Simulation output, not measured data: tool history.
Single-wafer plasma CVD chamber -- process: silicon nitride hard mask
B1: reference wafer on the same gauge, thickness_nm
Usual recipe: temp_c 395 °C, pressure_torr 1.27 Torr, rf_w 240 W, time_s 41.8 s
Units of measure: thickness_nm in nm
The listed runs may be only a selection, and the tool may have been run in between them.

Run 1, hour 0: usual settings; B1 39.801. Result: thickness_nm 38.329 nm.
Run 2, hour 7.6: usual settings; B1 39.791. Result: thickness_nm 38.208 nm.
Run 3, hour 13.8: usual settings; B1 39.799. Result: thickness_nm 38.285 nm.
Run 4, hour 21.6: usual settings; B1 39.796. Result: thickness_nm 38.292 nm.
Run 5, hour 36.5: usual settings; B1 39.825. Result: thickness_nm 38.244 nm.
Run 6, hour 51.6: usual settings; B1 39.795. Result: thickness_nm 38.319 nm.
Run 7, hour 60.8: usual settings; B1 39.793. Result: thickness_nm 38.221 nm.
Run 8, hour 78.8: usual settings; B1 39.806. Result: thickness_nm 38.264 nm.
At hour 80.5: gauge calibrated.
Run 9, hour 94.3: usual settings; B1 39.8. Result: thickness_nm 38.296 nm.
At hour 107.9: capacitance manometer re-zeroed and calibrated.
Run 10, hour 108.5: usual settings; B1 39.777. Result: thickness_nm 37.186 nm.
Run 11, hour 115.8: usual settings but time_s 36.8 s; B1 39.776. Result: thickness_nm 32.9 nm.
Run 12, hour 123.4: usual settings but pressure_torr 0.97 Torr, rf_w 270 W; B1 39.792. Result: thickness_nm 34.956 nm.
At hour 138.4: RF generator calibrated.
At hour 143.8: showerhead replaced, of another model than before.
Run 13, hour 144.3: usual settings but temp_c 405 °C, pressure_torr 1.13 Torr; B1 39.794. Result: thickness_nm 35.626 nm.
Run 14, hour 144.6: usual settings but temp_c 381 °C, pressure_torr 1.14 Torr, rf_w 260 W; B1 39.785. Result: thickness_nm 39.048 nm.
Run 15, hour 159.6: usual settings but temp_c 404 °C, pressure_torr 1.02 Torr; B1 39.807. Result: thickness_nm 34.37 nm.
At hour 181.5: thermocouple changed; heater temperature recalibrated.
Run 16, hour 182: usual settings; B1 39.798. Result: thickness_nm 37.276 nm.
Run 17, hour 187.8: usual settings but pressure_torr 1.09 Torr, rf_w 215 W; B1 39.788. Result: thickness_nm 31.663 nm.
Run 18, hour 200.2: usual settings but temp_c 382 °C, rf_w 285 W, time_s 37.5 s; B1 39.809. Result: thickness_nm 39.443 nm.
Run 19, hour 211.2: usual settings but temp_c 382 °C, rf_w 285 W, time_s 37.5 s; B1 39.814. Result: thickness_nm 39.526 nm.
At hour 211.4: gauge calibrated.
Run 20, hour 228.9: usual settings but rf_w 280 W, time_s 37 s; B1 39.806. Result: thickness_nm 38.155 nm.
Run 21, hour 244.5: usual settings; B1 39.789. Result: thickness_nm 37.403 nm.
Run 22, hour 254.2: usual settings but time_s 46.9 s; B1 39.806. Result: thickness_nm 41.993 nm.
Run 23, hour 265.8: usual settings but temp_c 380 °C, pressure_torr 1.36 Torr, rf_w 280 W, time_s 36 s; B1 39.821. Result: thickness_nm 38.324 nm.

What if the next run were any one of these 3? Each begins from the tool's condition after run 23:
Run A, hour 266.2: usual settings; B1 ?. Result: thickness_nm ?.
Run B, hour 266.2: usual settings but temp_c 382 °C, pressure_torr 1.16 Torr, rf_w 280 W; B1 ?. Result: thickness_nm ?.
Run C, hour 266.2: usual settings but pressure_torr 1 Torr, rf_w 260 W; B1 ?. Result: thickness_nm ?.

run      B1  thickness_nm
  A  39.791        37.387
  B  39.791        42.061
  C  39.791        37.119
Without the tool's hidden state the same runs would have given:
run  thickness_nm
  A         36.93
  B        41.545
  C        36.628
